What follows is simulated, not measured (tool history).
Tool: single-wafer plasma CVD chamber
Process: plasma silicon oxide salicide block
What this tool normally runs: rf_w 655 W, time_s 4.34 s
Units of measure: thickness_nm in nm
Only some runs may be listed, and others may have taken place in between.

run	hour	rf_w	time_s	read-back reference wafer on the same gauge, thickness_nm	thickness_nm
1	0.0	620	4.69	55.628	49.135
2	66.2	620	4.69	55.592	48.937
3	134.0	620	4.69	55.612	48.995
4	182.3	745	3.67	55.652	40.551
5	255.8	745	3.67	55.581	40.441
6	314.8	655	4.34	55.575	45.738
7	345.2	655	4.34	55.602	45.905
8	382.1	655	4.34	55.582	45.954
9	411.8	655	4.34	55.637	45.996
10	480.7	655	4.34	55.614	45.636
11	509.6	655	4.34	55.647	45.817
12	567.0	655	4.34	55.628	45.582
13	597.9	765	3.51	55.619	38.632
14	649.8	700	3.90	55.604	41.938
15	715.0	720	4.66	55.658	50.419
16	776.5	705	4.78	55.644	51.205
17	816.0	720	4.74	55.641	52.388
18	852.3	655	4.34	55.555	46.388
19	900.3	535	4.87	55.598	49.096
20	949.1	735	4.34	55.579	48.186
21	1117.3	700	3.68	55.630	40.297
22	1179.1	725	3.71	55.603	40.979
23	1218.8	560	3.95	55.582	40.422
24	1285.6	735	4.34	55.590	48.254

The log once held 3 entries between its listed runs, left out of this copy. Where does each go, and what is different about the tool's unlogged condition between the listed run before it and the listed run after it?
From run 11 to run 12: gauge calibrated (hour 534.0)
  delivered RF power above the setpoint (%): -5.56 -> -5.84
  measured less the result without the state, thickness_nm: -0.804 -> -0.843 nm
From run 15 to run 16: showerhead replaced (hour 736.0)
  delivered RF power above the setpoint (%): -6.62 -> -6.96
  measured less the result without the state, thickness_nm: -1.062 -> -1.136 nm
From run 16 to run 17: RF generator calibrated (hour 815.0)
  delivered RF power above the setpoint (%): -6.96 -> -0.272
  measured less the result without the state, thickness_nm: -1.136 -> -0.043 nm
